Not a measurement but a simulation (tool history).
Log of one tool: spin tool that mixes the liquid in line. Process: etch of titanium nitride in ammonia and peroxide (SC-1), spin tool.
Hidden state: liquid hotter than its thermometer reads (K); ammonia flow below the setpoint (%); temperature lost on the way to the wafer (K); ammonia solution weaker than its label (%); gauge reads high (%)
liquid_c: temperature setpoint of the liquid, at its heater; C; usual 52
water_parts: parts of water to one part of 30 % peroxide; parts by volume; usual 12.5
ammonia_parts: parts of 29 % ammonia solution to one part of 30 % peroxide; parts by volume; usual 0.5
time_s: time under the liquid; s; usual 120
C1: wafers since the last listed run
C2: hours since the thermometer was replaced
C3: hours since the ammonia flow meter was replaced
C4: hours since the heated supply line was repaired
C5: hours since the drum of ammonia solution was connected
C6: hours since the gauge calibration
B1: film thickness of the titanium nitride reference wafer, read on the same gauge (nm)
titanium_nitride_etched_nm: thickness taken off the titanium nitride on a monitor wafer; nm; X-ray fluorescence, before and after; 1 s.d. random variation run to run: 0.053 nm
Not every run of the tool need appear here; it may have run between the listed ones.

run 1 hour=0 | liquid_c=52 water_parts=12.5 ammonia_parts=0.5 time_s=120 | C1=0 C2=566.9 C3=716.9 C4=1189.6 C5=7.9 C6=379 | B1=130 | titanium_nitride_etched_nm=13.55
run 2 hour=87.5 | liquid_c=52 water_parts=12.5 ammonia_parts=0.5 time_s=120 | C1=461 C2=654.4 C3=804.4 C4=1277.1 C5=95.4 C6=466.5 | B1=130 | titanium_nitride_etched_nm=13.66
run 3 hour=171.1 | liquid_c=52 water_parts=12.5 ammonia_parts=0.5 time_s=120 | C1=440 C2=738 C3=888 C4=1360.7 C5=179 C6=550.1 | B1=129.98 | titanium_nitride_etched_nm=13.59
run 4 hour=268.2 | liquid_c=57 water_parts=12.5 ammonia_parts=0.5 time_s=120 | C1=512 C2=835.1 C3=985.1 C4=1457.8 C5=276.1 C6=647.2 | B1=129.99 | titanium_nitride_etched_nm=18.99
run 5 hour=324.1 | liquid_c=52 water_parts=12.5 ammonia_parts=0.5 time_s=120 | C1=294 C2=891 C3=1041 C4=1513.7 C5=332 C6=703.1 | B1=129.99 | titanium_nitride_etched_nm=13.54
run 6 hour=381 | liquid_c=52 water_parts=12.5 ammonia_parts=0.5 time_s=120 | C1=300 C2=947.9 C3=1097.9 C4=1570.6 C5=388.9 C6=760 | B1=130 | titanium_nitride_etched_nm=13.57
-- hour=438 thermometer replaced
run 7 hour=452.6 | liquid_c=52 water_parts=12.5 ammonia_parts=0.5 time_s=120 | C1=372 C2=14.6 C3=1169.5 C4=1642.2 C5=460.5 C6=831.6 | B1=130.02 | titanium_nitride_etched_nm=13.51
run 8 hour=496.5 | liquid_c=52 water_parts=12.5 ammonia_parts=0.5 time_s=140 | C1=231 C2=58.5 C3=1213.4 C4=1686.1 C5=504.4 C6=875.5 | B1=130.01 | titanium_nitride_etched_nm=15.76
-- hour=514.7 heated supply line repaired
-- hour=525.9 new drum of ammonia solution connected
run 9 hour=589.2 | liquid_c=48 water_parts=9 ammonia_parts=0.5 time_s=145 | C1=478 C2=151.2 C3=1306.1 C4=74.5 C5=63.3 C6=968.2 | B1=130 | titanium_nitride_etched_nm=14.7
-- hour=601.5 ammonia flow meter replaced
run 10 hour=645.3 | liquid_c=48 water_parts=9 ammonia_parts=0.5 time_s=145 | C1=290 C2=207.3 C3=43.8 C4=130.6 C5=119.4 C6=1024.3 | B1=130.04 | titanium_nitride_etched_nm=14.74
run 11 hour=718.6 | liquid_c=42 water_parts=17.5 ammonia_parts=0.75 time_s=180 | C1=386 C2=280.6 C3=117.1 C4=203.9 C5=192.7 C6=1097.6 | B1=129.99 | titanium_nitride_etched_nm=9
-- hour=801.3 gauge calibrated
run 12 hour=924.2 | liquid_c=43 water_parts=7 ammonia_parts=0.65 time_s=120 | C1=1084 C2=486.2 C3=322.7 C4=409.5 C5=398.3 C6=122.9 | B1=129.99 | titanium_nitride_etched_nm=10
run 13 hour=992.2 | liquid_c=45 water_parts=12.5 ammonia_parts=0.7 time_s=120 | C1=358 C2=554.2 C3=390.7 C4=477.5 C5=466.3 C6=190.9 | B1=129.99 | titanium_nitride_etched_nm=8.77
run 14 hour=1063.2 | liquid_c=52 water_parts=14 ammonia_parts=0.55 time_s=120 | C1=374 C2=625.2 C3=461.7 C4=548.5 C5=537.3 C6=261.9 | B1=129.97 | titanium_nitride_etched_nm=12.95
-- hour=1166.7 new drum of ammonia solution connected
run 15 hour=1168.4 | liquid_c=52 water_parts=17 ammonia_parts=0.7 time_s=120 | C1=549 C2=730.4 C3=566.9 C4=653.7 C5=1.7 C6=367.1 | B1=130 | titanium_nitride_etched_nm=12.16
run 16 hour=1270 | liquid_c=47 water_parts=15.5 ammonia_parts=0.3 time_s=100 | C1=535 C2=832 C3=668.5 C4=755.3 C5=103.3 C6=468.7 | B1=129.98 | titanium_nitride_etched_nm=6.46

Entry by entry between the runs, the difference in hidden state between the last listed run before and the first listed run after:
From run 6 to run 7: thermometer replaced (hour 438)
  nothing in the hidden state changes from one run to the other
From run 8 to run 9: heated supply line repaired (hour 514.7); new drum of ammonia solution connected (hour 525.9)
  nothing in the hidden state changes from one run to the other
From run 9 to run 10: ammonia flow meter replaced (hour 601.5)
  nothing in the hidden state changes from one run to the other
From run 11 to run 12: gauge calibrated (hour 801.3)
  nothing in the hidden state changes from one run to the other
From run 14 to run 15: new drum of ammonia solution connected (hour 1166.7)
  nothing in the hidden state changes from one run to the other
